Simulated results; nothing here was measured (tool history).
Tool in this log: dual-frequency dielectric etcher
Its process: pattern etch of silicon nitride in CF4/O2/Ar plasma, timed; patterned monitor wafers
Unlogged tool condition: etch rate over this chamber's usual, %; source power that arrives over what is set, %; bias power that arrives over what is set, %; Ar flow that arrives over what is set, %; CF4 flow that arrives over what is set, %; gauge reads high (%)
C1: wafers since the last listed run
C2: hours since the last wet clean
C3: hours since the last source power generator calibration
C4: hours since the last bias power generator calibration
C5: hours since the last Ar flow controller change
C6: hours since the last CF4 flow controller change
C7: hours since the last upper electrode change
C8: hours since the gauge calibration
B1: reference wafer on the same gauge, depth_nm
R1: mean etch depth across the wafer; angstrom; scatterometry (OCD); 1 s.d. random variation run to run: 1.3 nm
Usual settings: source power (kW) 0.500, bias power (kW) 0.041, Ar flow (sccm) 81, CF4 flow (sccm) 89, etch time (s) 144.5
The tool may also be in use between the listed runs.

{"run": 1, "day": 0.0, "source power (kW)": 0.38, "bias power (kW)": 0.041, "Ar flow (sccm)": 81, "CF4 flow (sccm)": 107, "etch time (s)": 144.5, "C1": 0, "C2": 233.4, "C3": 137.6, "C4": 75.6, "C5": 195.3, "C6": 3386.4, "C7": 4641.7, "C8": 1579.7, "B1": 211.1, "R1": 1804}
{"run": 2, "day": 2.662, "source power (kW)": 0.5, "bias power (kW)": 0.041, "Ar flow (sccm)": 98, "CF4 flow (sccm)": 89, "etch time (s)": 144.5, "C1": 396, "C2": 297.3, "C3": 201.5, "C4": 139.5, "C5": 259.2, "C6": 3450.3, "C7": 4705.6, "C8": 1643.6, "B1": 211.2, "R1": 2271}
{"run": 3, "day": 4.992, "source power (kW)": 0.5, "bias power (kW)": 0.041, "Ar flow (sccm)": 81, "CF4 flow (sccm)": 89, "etch time (s)": 125.5, "C1": 346, "C2": 353.2, "C3": 257.4, "C4": 195.4, "C5": 315.1, "C6": 3506.2, "C7": 4761.5, "C8": 1699.5, "B1": 211.6, "R1": 2019}
{"day": 5.979, "done": "gauge calibrated"}
{"run": 4, "day": 7.133, "source power (kW)": 0.5, "bias power (kW)": 0.041, "Ar flow (sccm)": 81, "CF4 flow (sccm)": 89, "etch time (s)": 144.5, "C1": 318, "C2": 404.6, "C3": 308.8, "C4": 246.8, "C5": 366.5, "C6": 3557.6, "C7": 4812.9, "C8": 27.7, "B1": 210.5, "R1": 2325}
{"day": 8.238, "done": "CF4 flow controller replaced"}
{"run": 5, "day": 8.438, "source power (kW)": 0.5, "bias power (kW)": 0.036, "Ar flow (sccm)": 81, "CF4 flow (sccm)": 89, "etch time (s)": 144.5, "C1": 156, "C2": 435.9, "C3": 340.1, "C4": 278.1, "C5": 397.8, "C6": 4.8, "C7": 4844.2, "C8": 59.0, "B1": 210.8, "R1": 2254}
{"day": 9.658, "done": "wet clean of the chamber"}
{"run": 6, "day": 10.646, "source power (kW)": 0.42, "bias power (kW)": 0.041, "Ar flow (sccm)": 81, "CF4 flow (sccm)": 89, "etch time (s)": 144.5, "C1": 179, "C2": 23.7, "C3": 393.1, "C4": 331.1, "C5": 450.8, "C6": 57.8, "C7": 4897.2, "C8": 112.0, "B1": 210.4, "R1": 1968}
{"run": 7, "day": 11.979, "source power (kW)": 0.5, "bias power (kW)": 0.033, "Ar flow (sccm)": 74, "CF4 flow (sccm)": 89, "etch time (s)": 144.5, "C1": 198, "C2": 55.7, "C3": 425.1, "C4": 363.1, "C5": 482.8, "C6": 89.8, "C7": 4929.2, "C8": 144.0, "B1": 211.0, "R1": 2262}
{"run": 8, "day": 13.488, "source power (kW)": 0.5, "bias power (kW)": 0.041, "Ar flow (sccm)": 81, "CF4 flow (sccm)": 89, "etch time (s)": 161.0, "C1": 224, "C2": 91.9, "C3": 461.3, "C4": 399.3, "C5": 519.0, "C6": 126.0, "C7": 4965.4, "C8": 180.2, "B1": 211.1, "R1": 2618}
{"day": 15.771, "done": "upper electrode replaced"}
{"run": 9, "day": 15.792, "source power (kW)": 0.5, "bias power (kW)": 0.041, "Ar flow (sccm)": 81, "CF4 flow (sccm)": 89, "etch time (s)": 144.5, "C1": 194, "C2": 147.2, "C3": 516.6, "C4": 454.6, "C5": 574.3, "C6": 181.3, "C7": 0.5, "C8": 235.5, "B1": 210.4, "R1": 2338}
{"run": 10, "day": 17.421, "source power (kW)": 0.55, "bias power (kW)": 0.041, "Ar flow (sccm)": 99, "CF4 flow (sccm)": 99, "etch time (s)": 144.5, "C1": 242, "C2": 186.3, "C3": 555.7, "C4": 493.7, "C5": 613.4, "C6": 220.4, "C7": 39.6, "C8": 274.6, "B1": 211.1, "R1": 2546}
{"run": 11, "day": 19.858, "source power (kW)": 0.55, "bias power (kW)": 0.041, "Ar flow (sccm)": 81, "CF4 flow (sccm)": 89, "etch time (s)": 157.0, "C1": 362, "C2": 244.8, "C3": 614.2, "C4": 552.2, "C5": 671.9, "C6": 278.9, "C7": 98.1, "C8": 333.1, "B1": 210.6, "R1": 2777}
{"run": 12, "day": 21.471, "source power (kW)": 0.5, "bias power (kW)": 0.048, "Ar flow (sccm)": 73, "CF4 flow (sccm)": 111, "etch time (s)": 144.5, "C1": 239, "C2": 283.5, "C3": 652.9, "C4": 590.9, "C5": 710.6, "C6": 317.6, "C7": 136.8, "C8": 371.8, "B1": 210.8, "R1": 2494}
{"run": 13, "day": 24.25, "source power (kW)": 0.5, "bias power (kW)": 0.041, "Ar flow (sccm)": 94, "CF4 flow (sccm)": 82, "etch time (s)": 108.0, "C1": 413, "C2": 350.2, "C3": 719.6, "C4": 657.6, "C5": 777.3, "C6": 384.3, "C7": 203.5, "C8": 438.5, "B1": 211.1, "R1": 1680}
{"run": 14, "day": 25.933, "source power (kW)": 0.5, "bias power (kW)": 0.041, "Ar flow (sccm)": 81, "CF4 flow (sccm)": 89, "etch time (s)": 144.5, "C1": 250, "C2": 390.6, "C3": 760.0, "C4": 698.0, "C5": 817.7, "C6": 424.7, "C7": 243.9, "C8": 478.9, "B1": 211.0, "R1": 2310}
{"run": 15, "day": 28.512, "source power (kW)": 0.5, "bias power (kW)": 0.041, "Ar flow (sccm)": 87, "CF4 flow (sccm)": 89, "etch time (s)": 144.5, "C1": 383, "C2": 452.5, "C3": 821.9, "C4": 759.9, "C5": 879.6, "C6": 486.6, "C7": 305.8, "C8": 540.8, "B1": 210.8, "R1": 2262}
{"day": 29.921, "done": "wet clean of the chamber"}
{"run": 16, "day": 31.438, "source power (kW)": 0.5, "bias power (kW)": 0.041, "Ar flow (sccm)": 81, "CF4 flow (sccm)": 89, "etch time (s)": 144.5, "C1": 286, "C2": 36.4, "C3": 892.1, "C4": 830.1, "C5": 949.8, "C6": 556.8, "C7": 376.0, "C8": 611.0, "B1": 211.5, "R1": 2367}
{"run": 17, "day": 34.196, "source power (kW)": 0.41, "bias power (kW)": 0.046, "Ar flow (sccm)": 91, "CF4 flow (sccm)": 106, "etch time (s)": 144.5, "C1": 410, "C2": 102.6, "C3": 958.3, "C4": 896.3, "C5": 1016.0, "C6": 623.0, "C7": 442.2, "C8": 677.2, "B1": 210.7, "R1": 1990}
{"run": 18, "day": 35.504, "source power (kW)": 0.5, "bias power (kW)": 0.041, "Ar flow (sccm)": 67, "CF4 flow (sccm)": 102, "etch time (s)": 115.5, "C1": 194, "C2": 134.0, "C3": 989.7, "C4": 927.7, "C5": 1047.4, "C6": 654.4, "C7": 473.6, "C8": 708.6, "B1": 210.9, "R1": 1967}
{"run": 19, "day": 38.496, "source power (kW)": 0.44, "bias power (kW)": 0.037, "Ar flow (sccm)": 81, "CF4 flow (sccm)": 79, "etch time (s)": 107.0, "C1": 445, "C2": 205.8, "C3": 1061.5, "C4": 999.5, "C5": 1119.2, "C6": 726.2, "C7": 545.4, "C8": 780.4, "B1": 211.1, "R1": 1444}
{"run": 20, "day": 40.196, "source power (kW)": 0.5, "bias power (kW)": 0.041, "Ar flow (sccm)": 81, "CF4 flow (sccm)": 89, "etch time (s)": 144.5, "C1": 253, "C2": 246.6, "C3": 1102.3, "C4": 1040.3, "C5": 1160.0, "C6": 767.0, "C7": 586.2, "C8": 821.2, "B1": 211.1, "R1": 2336}

The tool's hidden state at each run:
source power that arrives over what is set, %: 0 on each run
bias power that arrives over what is set, %: 0 on each run
Ar flow that arrives over what is set, %: 0 on each run
CF4 flow that arrives over what is set, %: 0 on each run
gauge reads high (%): 0 on each run
H1: etch rate over this chamber's usual, %
run=1 H1=-0.917
run=2 H1=-1.32
run=3 H1=-1.67
run=4 H1=-1.99
run=5 H1=-2.19
run=6 H1=-0.129
run=7 H1=-0.33
run=8 H1=-0.557
run=9 H1=-0.905
run=10 H1=-1.15
run=11 H1=-1.52
run=12 H1=-1.76
run=13 H1=-2.18
run=14 H1=-2.43
run=15 H1=-2.82
run=16 H1=-0.201
run=17 H1=-0.617
run=18 H1=-0.814
run=19 H1=-1.26
run=20 H1=-1.52

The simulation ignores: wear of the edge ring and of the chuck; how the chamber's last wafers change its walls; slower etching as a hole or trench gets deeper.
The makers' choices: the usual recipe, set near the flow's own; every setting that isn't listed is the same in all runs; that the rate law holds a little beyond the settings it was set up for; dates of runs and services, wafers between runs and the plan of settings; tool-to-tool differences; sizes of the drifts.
